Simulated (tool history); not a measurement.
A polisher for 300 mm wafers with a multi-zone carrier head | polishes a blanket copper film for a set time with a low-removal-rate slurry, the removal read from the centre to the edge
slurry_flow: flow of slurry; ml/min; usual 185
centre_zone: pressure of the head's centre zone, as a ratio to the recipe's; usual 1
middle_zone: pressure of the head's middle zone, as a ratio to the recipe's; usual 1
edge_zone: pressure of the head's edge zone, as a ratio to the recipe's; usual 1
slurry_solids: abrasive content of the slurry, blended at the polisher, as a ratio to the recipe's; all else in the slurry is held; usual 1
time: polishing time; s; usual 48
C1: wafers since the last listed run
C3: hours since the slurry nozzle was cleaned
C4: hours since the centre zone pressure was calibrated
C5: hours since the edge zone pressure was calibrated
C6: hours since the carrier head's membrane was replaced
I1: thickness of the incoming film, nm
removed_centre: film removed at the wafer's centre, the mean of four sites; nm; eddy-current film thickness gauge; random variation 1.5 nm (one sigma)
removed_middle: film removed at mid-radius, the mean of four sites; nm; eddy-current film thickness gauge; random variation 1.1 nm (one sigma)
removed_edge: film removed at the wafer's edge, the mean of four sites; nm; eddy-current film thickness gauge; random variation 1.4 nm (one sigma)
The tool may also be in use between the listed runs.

Run 1, hour 0: usual settings but middle_zone 0.96; C1 0; wafers polished on this pad 185; C3 480.2; C4 92; C5 914.6; C6 956.4; I1 1463.4. Result: removed_centre 104.5 nm, removed_middle 97.2 nm, removed_edge 102 nm.
Run 2, hour 56.1: usual settings but slurry_flow 165 ml/min, edge_zone 0.92; C1 462; wafers polished on this pad 647; C3 536.3; C4 148.1; C5 970.7; C6 1012.5; I1 1479.5. Result: removed_centre 102.2 nm, removed_middle 99.1 nm, removed_edge 95.1 nm.
Run 3, hour 87: usual settings but slurry_flow 165 ml/min, edge_zone 0.92; C1 254; wafers polished on this pad 901; C3 567.2; C4 179; C5 1001.6; C6 1043.4; I1 1468.5. Result: removed_centre 102.8 nm, removed_middle 99.7 nm, removed_edge 95.8 nm.
Run 4, hour 151.5: usual settings but slurry_flow 165 ml/min, edge_zone 0.92; C1 531; wafers polished on this pad 1432; C3 631.7; C4 243.5; C5 1066.1; C6 1107.9; I1 1482.3. Result: removed_centre 98.7 nm, removed_middle 95.2 nm, removed_edge 92 nm.
At hour 299.3: worn pad replaced by a new one.
Run 5, hour 359.5: usual settings; C1 1680; wafers polished on this pad 495; C3 839.7; C4 451.5; C5 1274.1; C6 1315.9; I1 1467.9. Result: removed_centre 105.4 nm, removed_middle 100.6 nm, removed_edge 100.8 nm.
At hour 372.1: edge zone pressure recalibrated.
Run 6, hour 411: usual settings; C1 407; wafers polished on this pad 903; C3 891.2; C4 503; C5 38.9; C6 1367.4; I1 1472.3. Result: removed_centre 103.9 nm, removed_middle 99.2 nm, removed_edge 103 nm.
At hour 429.2: slurry nozzle cleaned.
Run 7, hour 445: usual settings but centre_zone 0.94; C1 271; wafers polished on this pad 1175; C3 15.8; C4 537; C5 72.9; C6 1401.4; I1 1480.7. Result: removed_centre 97.4 nm, removed_middle 97.9 nm, removed_edge 98.3 nm.
Run 8, hour 510.9: usual settings but centre_zone 0.94; C1 542; wafers polished on this pad 1718; C3 81.7; C4 602.9; C5 138.8; C6 1467.3; I1 1462.7. Result: removed_centre 93.7 nm, removed_middle 93.5 nm, removed_edge 98 nm.
At hour 525.7: carrier head's membrane replaced by a new one.
Run 9, hour 553.2: usual settings; C1 307; wafers polished on this pad 2025; C3 124; C4 645.2; C5 181.1; C6 27.5; I1 1472.2. Result: removed_centre 100.8 nm, removed_middle 94.7 nm, removed_edge 94.4 nm.
At hour 578.7: centre zone pressure recalibrated.
At hour 681.7: worn pad replaced by a new one.
Run 10, hour 755.9: usual settings but slurry_flow 230 ml/min, edge_zone 1.08; C1 1620; wafers polished on this pad 611; C3 326.7; C4 177.2; C5 383.8; C6 230.2; I1 1502.4. Result: removed_centre 106 nm, removed_middle 104.2 nm, removed_edge 106.6 nm.
Run 11, hour 812: usual settings but slurry_solids 1.1, time 33 s; C1 462; wafers polished on this pad 1073; C3 382.8; C4 233.3; C5 439.9; C6 286.3; I1 1469.5. Result: removed_centre 74.4 nm, removed_middle 71.8 nm, removed_edge 71.4 nm.
Run 12, hour 856.3: usual settings but edge_zone 0.95, slurry_solids 1.25; C1 364; wafers polished on this pad 1438; C3 427.1; C4 277.6; C5 484.2; C6 330.6; I1 1456.7. Result: removed_centre 109.4 nm, removed_middle 105.3 nm, removed_edge 103.6 nm.
Run 13, hour 899.9: usual settings but slurry_flow 120 ml/min, centre_zone 1.05; C1 359; wafers polished on this pad 1797; C3 470.7; C4 321.2; C5 527.8; C6 374.2; I1 1446.9. Result: removed_centre 99.2 nm, removed_middle 90.7 nm, removed_edge 93.1 nm.
Run 14, hour 939.2: usual settings but slurry_flow 250 ml/min, middle_zone 1.1, edge_zone 0.96; C1 323; wafers polished on this pad 2121; C3 510; C4 360.5; C5 567.1; C6 413.5; I1 1484. Result: removed_centre 102.4 nm, removed_middle 107.1 nm, removed_edge 95.7 nm.
Run 15, hour 1009.2: usual settings but slurry_solids 0.85; C1 576; wafers polished on this pad 2698; C3 580; C4 430.5; C5 637.1; C6 483.5; I1 1457.7. Result: removed_centre 87.4 nm, removed_middle 84.4 nm, removed_edge 83.3 nm.
Run 16, hour 1043.3: usual settings; C1 280; wafers polished on this pad 2978; C3 614.1; C4 464.6; C5 671.2; C6 517.6; I1 1475.9. Result: removed_centre 89 nm, removed_middle 86.4 nm, removed_edge 87.9 nm.
At hour 1057.4: worn pad replaced by a new one.
Run 17, hour 1070.4: usual settings but slurry_flow 130 ml/min, centre_zone 1.09, time 56 s; C1 190; wafers polished on this pad 106; C3 641.2; C4 491.7; C5 698.3; C6 544.7; I1 1490.7. Result: removed_centre 123.9 nm, removed_middle 109.4 nm, removed_edge 112.6 nm.
Run 18, hour 1125.2: usual settings but centre_zone 1.09, time 56 s; C1 451; wafers polished on this pad 558; C3 696; C4 546.5; C5 753.1; C6 599.5; I1 1470.2. Result: removed_centre 129.6 nm, removed_middle 114.6 nm, removed_edge 116 nm.
Run 19, hour 1182.7: usual settings but centre_zone 1.09, middle_zone 0.94; C1 473; wafers polished on this pad 1031; C3 753.5; C4 604; C5 810.6; C6 657; I1 1455.9. Result: removed_centre 109.4 nm, removed_middle 93.1 nm, removed_edge 99.5 nm.
Run 20, hour 1246.6: usual settings but time 40 s; C1 526; wafers polished on this pad 1558; C3 817.4; C4 667.9; C5 874.5; C6 720.9; I1 1474.4. Result: removed_centre 84.8 nm, removed_middle 78.4 nm, removed_edge 78.9 nm.
At hour 1262: centre zone pressure recalibrated.
At hour 1289.8: slurry nozzle cleaned.
Run 21, hour 1311.3: usual settings but middle_zone 1.05, time 62 s; C1 508; wafers polished on this pad 2066; C3 21.5; C4 49.3; C5 939.2; C6 785.6; I1 1476.2. Result: removed_centre 125.5 nm, removed_middle 124.7 nm, removed_edge 115.5 nm.
Run 22, hour 1356.3: usual settings but slurry_flow 225 ml/min; C1 370; wafers polished on this pad 2437; C3 66.5; C4 94.3; C5 984.2; C6 830.6; I1 1464.2. Result: removed_centre 96.6 nm, removed_middle 91 nm, removed_edge 90.2 nm.

3 ways to go on from here, each from the tool as it stands after run 22. What would each give?
Run A, hour 1356.7: usual settings; C1 3; wafers polished on this pad 2440; C3 66.9; C4 94.7; C5 984.6; C6 831; I1 1443.6. Result: removed_centre ?, removed_middle ?, removed_edge ?.
Run B, hour 1356.7: usual settings but slurry_flow 140 ml/min, centre_zone 1.09, middle_zone 0.93, edge_zone 1.07; C1 3; wafers polished on this pad 2440; C3 66.9; C4 94.7; C5 984.6; C6 831; I1 1443.6. Result: removed_centre ?, removed_middle ?, removed_edge ?.
Run C, hour 1356.7: usual settings but time 41 s; C1 3; wafers polished on this pad 2440; C3 66.9; C4 94.7; C5 984.6; C6 831; I1 1443.6. Result: removed_centre ?, removed_middle ?, removed_edge ?.

run  removed_centre  removed_middle  removed_edge
  A            90.3            88.1          88.5
  B            94.8            80.1          89.3
  C            77.2            75.3          75.6
Without the tool's hidden state the same runs would have given:
run  removed_centre  removed_middle  removed_edge
  A             103           100.4         100.8
  B           108.1            91.3         101.8
  C              88            85.8          86.1
